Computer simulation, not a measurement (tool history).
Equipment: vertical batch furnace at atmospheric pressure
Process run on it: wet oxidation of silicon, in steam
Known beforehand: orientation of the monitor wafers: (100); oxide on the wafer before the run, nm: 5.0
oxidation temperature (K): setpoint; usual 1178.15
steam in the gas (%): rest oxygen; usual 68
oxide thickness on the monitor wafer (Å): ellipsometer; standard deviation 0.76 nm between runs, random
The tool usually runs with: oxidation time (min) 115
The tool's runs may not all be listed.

run   hour  oxidation temperature (K)  oxidation time (min)  steam in the gas (%)  read-back reference wafer on the same gauge, thickness  oxide thickness on the monitor wafer (Å)
  1      0                    1178.15                   115                    68                                                  180.78                                    1991.4
  2   16.3                    1178.15                   115                    68                                                  181.03                                    2000.5
  3     32                    1161.15                   115                    68                                                   181.1                                    1615.1
  4   41.7                    1178.15                   115                    68                                                  181.08                                    1998.3
  5   64.8                    1178.15                   115                    68                                                  180.95                                    1988.9
  6     80                    1178.15                   115                    68                                                  180.96                                      1978
  7   95.5                    1178.15                   115                    68                                                  180.71                                    1982.4
  8    113                    1178.15                   115                    68                                                  180.66                                    1989.8
  9    125                    1178.15                   115                    68                                                  181.09                                    1991.8
 10  145.8                    1178.15                   115                    68                                                  181.14                                    1984.4
 11  154.6                    1178.15                   115                    68                                                   180.9                                    2004.9
     162.6  -- gauge calibrated
 12    174                    1178.15                   115                    68                                                  181.13                                    1988.1
 13  188.6                    1178.15                   115                    68                                                  181.03                                    2005.3
 14  204.4                    1178.15                   115                    68                                                  181.08                                      1987
 15    228                    1178.15                   115                    62                                                  180.79                                    1842.1
     256.5  -- thermocouples replaced and temperature profile calibrated
     276.4  -- steam generator serviced
 16    294                    1169.15                   133                    64                                                  181.18                                    1809.7
 17  316.8                    1178.15                   115                    68                                                  180.87                                    1876.6
 18  333.6                    1163.15                  67.5                    77                                                  180.89                                    1082.9
 19  349.6                    1178.15                   115                    68                                                   181.1                                    1891.2
 20  401.3                    1160.15                 149.5                    68                                                  181.07                                      1872
 21  419.9                    1178.15                   115                    57                                                  180.92                                    1628.2
 22  444.9                    1178.15                 166.5                    76                                                  181.08                                    2812.4
 23  465.1                    1178.15                   115                    68                                                  180.96                                    1902.9

Run 24 has not been measured yet. What should we expect?
 24  489.1                    1178.15                   115                    57                                                       ?                                         ?

Run 24 measured read-back reference wafer on the same gauge, thickness 181.02, oxide thickness on the monitor wafer (Å) 1642.8.
Take away the tool's hidden state, keep the run-to-run variation as it was, and the same run would have given oxide thickness on the monitor wafer (Å) 1611.6.
